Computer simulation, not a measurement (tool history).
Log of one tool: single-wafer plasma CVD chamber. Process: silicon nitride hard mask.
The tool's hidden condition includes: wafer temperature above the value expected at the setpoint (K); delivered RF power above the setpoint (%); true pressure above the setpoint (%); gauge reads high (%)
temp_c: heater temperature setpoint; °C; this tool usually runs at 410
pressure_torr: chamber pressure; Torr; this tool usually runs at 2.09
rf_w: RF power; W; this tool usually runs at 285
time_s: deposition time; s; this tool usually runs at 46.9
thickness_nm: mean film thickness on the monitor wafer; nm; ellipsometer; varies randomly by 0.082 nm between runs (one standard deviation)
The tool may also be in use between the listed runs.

run   hour  temp_c  pressure_torr  rf_w  time_s  wafers since the last listed run  hours since the last thermocouple change  hours since the last RF generator calibration  hours since the last manometer calibration  hours since the showerhead was replaced  hours since the gauge calibration  read-back reference wafer on the same gauge, thickness_nm  thickness_nm
  1    0.0     410           2.09   285    46.9                                 0                                    1871.5                                          927.8                                      1333.8                                   3125.5                               45.5                                                     47.306        52.302
  2   11.8     410           2.09   285    46.9                               230                                    1883.3                                          939.6                                      1345.6                                   3137.3                               57.3                                                     47.324        52.324
  3   22.9     410           1.88   285    44.3                               216                                    1894.4                                          950.7                                      1356.7                                   3148.4                               68.4                                                     47.319        48.076
  4   33.2     410           1.88   285    44.3                               201                                    1904.7                                          961.0                                      1367.0                                   3158.7                               78.7                                                     47.296        48.078
  5   49.5     410           1.88   285    44.3                               318                                    1921.0                                          977.3                                      1383.3                                   3175.0                               95.0                                                     47.284        48.035
  6   94.0     410           2.09   285    46.9                               869                                    1965.5                                         1021.8                                      1427.8                                   3219.5                              139.5                                                     47.293        51.964
     109.8  -- showerhead replaced
  7  110.3     410           2.09   285    46.9                               162                                    1981.8                                         1038.1                                      1444.1                                      0.5                              155.8                                                     47.306        52.185
  8  114.4     410           2.09   285    46.9                                80                                    1985.9                                         1042.2                                      1448.2                                      4.6                              159.9                                                     47.310        51.914
  9  128.8     410           2.09   285    46.9                               281                                    2000.3                                         1056.6                                      1462.6                                     19.0                              174.3                                                     47.275        51.975
 10  139.1     410           2.09   285    46.9                               201                                    2010.6                                         1066.9                                      1472.9                                     29.3                              184.6                                                     47.302        51.838
 11  150.4     410           2.09   285    46.9                               220                                    2021.9                                         1078.2                                      1484.2                                     40.6                              195.9                                                     47.306        52.009
     169.9  -- thermocouple changed; heater temperature recalibrated
 12  170.4     410           2.09   285    46.9                               234                                       0.5                                         1098.2                                      1504.2                                     60.6                              215.9                                                     47.297        51.863
 13  184.1     418           2.09   285    46.9                               267                                      14.2                                         1111.9                                      1517.9                                     74.3                              229.6                                                     47.297        51.625
     189.1  -- gauge calibrated
     194.6  -- RF generator calibrated
 14  195.1     410           2.09   285    46.9                                58                                      25.2                                            0.5                                      1528.9                                     85.3                                6.0                                                     47.282        53.985
 15  200.3     410           1.65   340    46.9                               101                                      30.4                                            5.7                                      1534.1                                     90.5                               11.2                                                     47.279        55.831
     213.9  -- capacitance manometer re-zeroed and calibrated
 16  216.4     395           1.74   285    51.3                               158                                      46.5                                           21.8                                         2.5                                    106.6                               27.3                                                     47.301        56.612
 17  222.8     401           1.80   245    53.2                               125                                      52.9                                           28.2                                         8.9                                    113.0                               33.7                                                     47.298        54.472
 18  233.7     410           2.09   285    46.9                               212                                      63.8                                           39.1                                        19.8                                    123.9                               44.6                                                     47.315        53.942
 19  241.4     410           2.29   335    53.0                               150                                      71.5                                           46.8                                        27.5                                    131.6                               52.3                                                     47.278        67.887
 20  289.6     425           2.09   250    46.9                               941                                     119.7                                           95.0                                        75.7                                    179.8                              100.5                                                     47.306        49.604
 21  297.4     410           2.29   335    53.0                               152                                     127.5                                          102.8                                        83.5                                    187.6                              108.3                                                     47.297        67.407
 22  341.3     405           2.09   285    46.9                               857                                     171.4                                          146.7                                       127.4                                    231.5                              152.2                                                     47.314        53.492
 23  355.6     410           2.09   285    46.9                               279                                     185.7                                          161.0                                       141.7                                    245.8                              166.5                                                     47.296        53.567
 24  365.1     400           1.76   285    46.9                               185                                     195.2                                          170.5                                       151.2                                    255.3                              176.0                                                     47.284        51.567

How the hidden state differs across the entries between the runs, from the last listed run before each to the first after it:
Logged between run 6 and run 7: showerhead replaced (hour 109.8)
  delivered RF power above the setpoint (%): -8.72 -> -8.85
  measured result minus the result with no hidden state, thickness_nm: -2.575 -> -2.630 nm
Logged between run 11 and run 12: thermocouple changed; heater temperature recalibrated (hour 169.9)
  delivered RF power above the setpoint (%): -9.18 -> -9.35
  measured result minus the result with no hidden state, thickness_nm: -2.727 -> -2.772 nm
Logged between run 13 and run 14: gauge calibrated (hour 189.1); RF generator calibrated (hour 194.6)
  delivered RF power above the setpoint (%): -9.46 -> -2.49
  measured result minus the result with no hidden state, thickness_nm: -2.796 -> -0.720 nm
Logged between run 15 and run 16: capacitance manometer re-zeroed and calibrated (hour 213.9)
  delivered RF power above the setpoint (%): -2.53 -> -2.66
  measured result minus the result with no hidden state, thickness_nm: -0.735 -> -0.809 nm

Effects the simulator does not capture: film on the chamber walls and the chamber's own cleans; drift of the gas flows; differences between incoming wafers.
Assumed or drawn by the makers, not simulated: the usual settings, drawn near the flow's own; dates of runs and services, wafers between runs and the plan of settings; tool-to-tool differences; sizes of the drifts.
